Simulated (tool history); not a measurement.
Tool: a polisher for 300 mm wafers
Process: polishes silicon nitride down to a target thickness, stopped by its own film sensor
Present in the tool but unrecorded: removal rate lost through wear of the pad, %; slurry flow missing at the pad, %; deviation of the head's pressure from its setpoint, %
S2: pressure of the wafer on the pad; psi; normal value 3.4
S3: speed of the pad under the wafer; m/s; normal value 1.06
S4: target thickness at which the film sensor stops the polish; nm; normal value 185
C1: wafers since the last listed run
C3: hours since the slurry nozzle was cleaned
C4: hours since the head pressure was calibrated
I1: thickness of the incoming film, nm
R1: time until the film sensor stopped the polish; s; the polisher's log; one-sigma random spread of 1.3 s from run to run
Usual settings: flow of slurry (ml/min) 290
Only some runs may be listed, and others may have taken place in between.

Run 1, hour 0.0: usual settings but flow of slurry (ml/min) 335; C1 0; wafers polished on this pad 529; C3 60.0; C4 524.7; I1 331.0. Result: R1 81.9 s.
At hour 140.6: worn pad replaced by a new one.
Run 2, hour 167.3: usual settings but flow of slurry (ml/min) 335; C1 1387; wafers polished on this pad 226; C3 227.3; C4 692.0; I1 323.2. Result: R1 76.1 s.
Run 3, hour 218.0: usual settings but flow of slurry (ml/min) 335; C1 430; wafers polished on this pad 657; C3 278.0; C4 742.7; I1 327.5. Result: R1 77.6 s.
Run 4, hour 270.8: usual settings but flow of slurry (ml/min) 250, S2 3.1 psi; C1 448; wafers polished on this pad 1106; C3 330.8; C4 795.5; I1 328.6. Result: R1 86.2 s.
Run 5, hour 294.8: usual settings; C1 203; wafers polished on this pad 1310; C3 354.8; C4 819.5; I1 329.0. Result: R1 77.9 s.
At hour 308.0: slurry nozzle cleaned.
At hour 310.5: worn pad replaced by a new one.
Run 6, hour 338.1: usual settings; C1 338; wafers polished on this pad 234; C3 30.1; C4 862.8; I1 327.4. Result: R1 79.0 s.
Run 7, hour 389.3: usual settings but S2 3.8 psi; C1 435; wafers polished on this pad 670; C3 81.3; C4 914.0; I1 332.8. Result: R1 70.4 s.
Run 8, hour 426.2: usual settings but flow of slurry (ml/min) 365; C1 313; wafers polished on this pad 983; C3 118.2; C4 950.9; I1 329.7. Result: R1 75.7 s.
At hour 467.9: head pressure recalibrated.
At hour 481.5: worn pad replaced by a new one.
Run 9, hour 491.3: usual settings but S2 4.6 psi, S3 0.76 m/s; C1 502; wafers polished on this pad 82; C3 183.3; C4 23.4; I1 327.5. Result: R1 80.8 s.
Run 10, hour 549.9: usual settings; C1 498; wafers polished on this pad 581; C3 241.9; C4 82.0; I1 334.7. Result: R1 84.8 s.
Run 11, hour 603.8: usual settings but flow of slurry (ml/min) 360, S2 3.9 psi, S3 1.26 m/s, S4 208 nm; C1 458; wafers polished on this pad 1039; C3 295.8; C4 135.9; I1 333.1. Result: R1 52.7 s.
At hour 649.5: slurry nozzle cleaned.
At hour 654.3: worn pad replaced by a new one.
Run 12, hour 655.3: usual settings but flow of slurry (ml/min) 245, S3 1.18 m/s, S4 215 nm; C1 395; wafers polished on this pad 8; C3 5.8; C4 187.4; I1 333.2. Result: R1 62.1 s.
Run 13, hour 706.3: usual settings; C1 433; wafers polished on this pad 441; C3 56.8; C4 238.4; I1 327.6. Result: R1 83.6 s.
Run 14, hour 751.5: usual settings but flow of slurry (ml/min) 380; C1 384; wafers polished on this pad 825; C3 102.0; C4 283.6; I1 329.1. Result: R1 79.7 s.
Run 15, hour 802.8: usual settings but flow of slurry (ml/min) 365, S2 2.9 psi, S3 0.76 m/s, S4 164 nm; C1 436; wafers polished on this pad 1261; C3 153.3; C4 334.9; I1 326.8. Result: R1 139.8 s.
Run 16, hour 855.3: usual settings but S4 155 nm; C1 446; wafers polished on this pad 1708; C3 205.8; C4 387.4; I1 327.7. Result: R1 101.0 s.
At hour 862.4: worn pad replaced by a new one.
Run 17, hour 917.9: usual settings but S2 3.8 psi, S4 233 nm; C1 498; wafers polished on this pad 471; C3 268.4; C4 450.0; I1 325.2. Result: R1 47.7 s.

Across each entry between runs, compare the hidden state at the last listed run before it with the hidden state at the first listed run after it:
From run 1 to run 2: worn pad replaced by a new one (hour 140.6)
  deviation of the head's pressure from its setpoint, %: 4.18 -> 6.39
  measured less the result without the state, R1: -3.4 -> -4.8 s
From run 5 to run 6: slurry nozzle cleaned (hour 308.0); worn pad replaced by a new one (hour 310.5)
  deviation of the head's pressure from its setpoint, %: 8.48 -> 9.27
  measured less the result without the state, R1: -6.4 -> -7.1 s
From run 8 to run 9: head pressure recalibrated (hour 467.9); worn pad replaced by a new one (hour 481.5)
  deviation of the head's pressure from its setpoint, %: 11 -> 2.31
  measured less the result without the state, R1: -8.1 -> -1.9 s
From run 11 to run 12: slurry nozzle cleaned (hour 649.5); worn pad replaced by a new one (hour 654.3)
  deviation of the head's pressure from its setpoint, %: 2.51 -> 2.69
  measured less the result without the state, R1: -1.3 -> -1.6 s
From run 16 to run 17: worn pad replaced by a new one (hour 862.4)
  deviation of the head's pressure from its setpoint, %: 3.94 -> 4.5
  measured less the result without the state, R1: -3.9 -> -2.1 s

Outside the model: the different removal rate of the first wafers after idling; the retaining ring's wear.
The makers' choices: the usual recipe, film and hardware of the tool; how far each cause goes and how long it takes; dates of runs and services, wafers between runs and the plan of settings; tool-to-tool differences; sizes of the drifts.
